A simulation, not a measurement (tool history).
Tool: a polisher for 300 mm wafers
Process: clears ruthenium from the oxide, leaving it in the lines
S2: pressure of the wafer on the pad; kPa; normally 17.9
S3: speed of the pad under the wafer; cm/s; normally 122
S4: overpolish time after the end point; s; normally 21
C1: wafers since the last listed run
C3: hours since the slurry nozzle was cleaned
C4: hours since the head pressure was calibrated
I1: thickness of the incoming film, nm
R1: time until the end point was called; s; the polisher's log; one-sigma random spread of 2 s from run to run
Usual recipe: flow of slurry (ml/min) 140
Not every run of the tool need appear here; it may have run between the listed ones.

Run 1, day 0.000: usual settings but S3 144 cm/s, S4 30 s; C1 0; wafers polished on this pad 237; C3 96.6; C4 488.2; I1 209.9. Result: R1 94.3 s.
Run 2, day 1.142: usual settings but S3 144 cm/s, S4 30 s; C1 175; wafers polished on this pad 412; C3 124.0; C4 515.6; I1 210.5. Result: R1 93.1 s.
Run 3, day 2.404: usual settings but S3 144 cm/s, S4 30 s; C1 193; wafers polished on this pad 606; C3 154.3; C4 545.9; I1 209.6. Result: R1 92.6 s.
Run 4, day 3.792: usual settings but S2 13.8 kPa; C1 213; wafers polished on this pad 819; C3 187.6; C4 579.2; I1 209.1. Result: R1 141.4 s.
At day 4.225: worn pad replaced by a new one.
Run 5, day 5.088: usual settings but S2 13.8 kPa; C1 173; wafers polished on this pad 132; C3 218.7; C4 610.3; I1 210.4. Result: R1 146.1 s.
Run 6, day 6.067: usual settings but S2 13.8 kPa; C1 150; wafers polished on this pad 282; C3 242.2; C4 633.8; I1 210.0. Result: R1 136.6 s.
Run 7, day 9.188: usual settings but flow of slurry (ml/min) 150; C1 479; wafers polished on this pad 761; C3 317.1; C4 708.7; I1 208.4. Result: R1 107.9 s.
Run 8, day 9.696: usual settings but flow of slurry (ml/min) 150; C1 78; wafers polished on this pad 839; C3 329.3; C4 720.9; I1 209.3. Result: R1 106.3 s.
At day 10.708: worn pad replaced by a new one.
Run 9, day 10.896: usual settings; C1 158; wafers polished on this pad 28; C3 358.1; C4 749.7; I1 212.1. Result: R1 111.4 s.
Run 10, day 11.575: usual settings but flow of slurry (ml/min) 155, S2 21.4 kPa; C1 104; wafers polished on this pad 132; C3 374.4; C4 766.0; I1 212.1. Result: R1 91.1 s.
At day 14.171: slurry nozzle cleaned.
Run 11, day 14.779: usual settings but flow of slurry (ml/min) 155, S2 21.4 kPa; C1 485; wafers polished on this pad 618; C3 14.6; C4 842.9; I1 205.7. Result: R1 86.2 s.
Run 12, day 15.771: usual settings but flow of slurry (ml/min) 155, S2 21.4 kPa; C1 152; wafers polished on this pad 770; C3 38.4; C4 866.7; I1 211.8. Result: R1 91.1 s.
Run 13, day 16.838: usual settings; C1 163; wafers polished on this pad 934; C3 64.0; C4 892.3; I1 209.1. Result: R1 105.9 s.
At day 17.225: worn pad replaced by a new one.
At day 17.471: head pressure recalibrated.
Run 14, day 17.950: usual settings but S3 142 cm/s, S4 8 s; C1 132; wafers polished on this pad 98; C3 90.7; C4 11.5; I1 209.2. Result: R1 94.1 s.
Run 15, day 18.633: usual settings; C1 104; wafers polished on this pad 203; C3 107.1; C4 27.9; I1 209.4. Result: R1 110.4 s.
Run 16, day 19.671: usual settings but flow of slurry (ml/min) 105; C1 159; wafers polished on this pad 362; C3 132.0; C4 52.8; I1 209.5. Result: R1 118.0 s.
Run 17, day 20.550: usual settings but S2 20.7 kPa, S3 106 cm/s; C1 135; wafers polished on this pad 497; C3 153.1; C4 73.9; I1 209.0. Result: R1 110.4 s.
Run 18, day 21.079: usual settings; C1 81; wafers polished on this pad 578; C3 165.8; C4 86.6; I1 209.7. Result: R1 112.8 s.
Run 19, day 21.946: usual settings but flow of slurry (ml/min) 165, S3 106 cm/s; C1 133; wafers polished on this pad 711; C3 186.6; C4 107.4; I1 206.4. Result: R1 120.7 s.
Run 20, day 23.092: usual settings; C1 175; wafers polished on this pad 887; C3 214.1; C4 134.9; I1 211.2. Result: R1 113.2 s.
At day 24.038: worn pad replaced by a new one.
Run 21, day 24.446: usual settings but flow of slurry (ml/min) 90, S2 22.8 kPa, S3 134 cm/s, S4 14 s; C1 182; wafers polished on this pad 62; C3 246.6; C4 167.4; I1 211.2. Result: R1 88.0 s.
Run 22, day 25.446: usual settings; C1 153; wafers polished on this pad 216; C3 270.6; C4 191.4; I1 207.9. Result: R1 112.1 s.
Run 23, day 26.362: usual settings but S2 14.5 kPa, S3 140 cm/s, S4 17 s; C1 140; wafers polished on this pad 356; C3 292.6; C4 213.4; I1 209.4. Result: R1 116.9 s.
Run 24, day 27.675: usual settings; C1 201; wafers polished on this pad 558; C3 324.1; C4 244.9; I1 211.6. Result: R1 110.2 s.
Run 25, day 29.121: usual settings but S3 86 cm/s; C1 222; wafers polished on this pad 780; C3 358.8; C4 279.6; I1 210.1. Result: R1 154.8 s.
At day 29.808: worn pad replaced by a new one.
Run 26, day 30.579: usual settings but flow of slurry (ml/min) 155, S2 15.9 kPa, S3 84 cm/s, S4 31 s; C1 198; wafers polished on this pad 118; C3 393.8; C4 314.6; I1 212.5. Result: R1 178.9 s.
Run 27, day 31.712: usual settings but flow of slurry (ml/min) 175, S2 21.4 kPa, S3 80 cm/s, S4 8 s; C1 174; wafers polished on this pad 292; C3 421.0; C4 341.8; I1 211.2. Result: R1 137.5 s.

List, for all runs, the conditions of the tool that the log does not record:
removal rate lost through wear of the pad, %: 0 across all the runs
slurry flow missing at the pad, %: 0 across all the runs
deviation of the head's pressure from its setpoint, %: 0 across all the runs
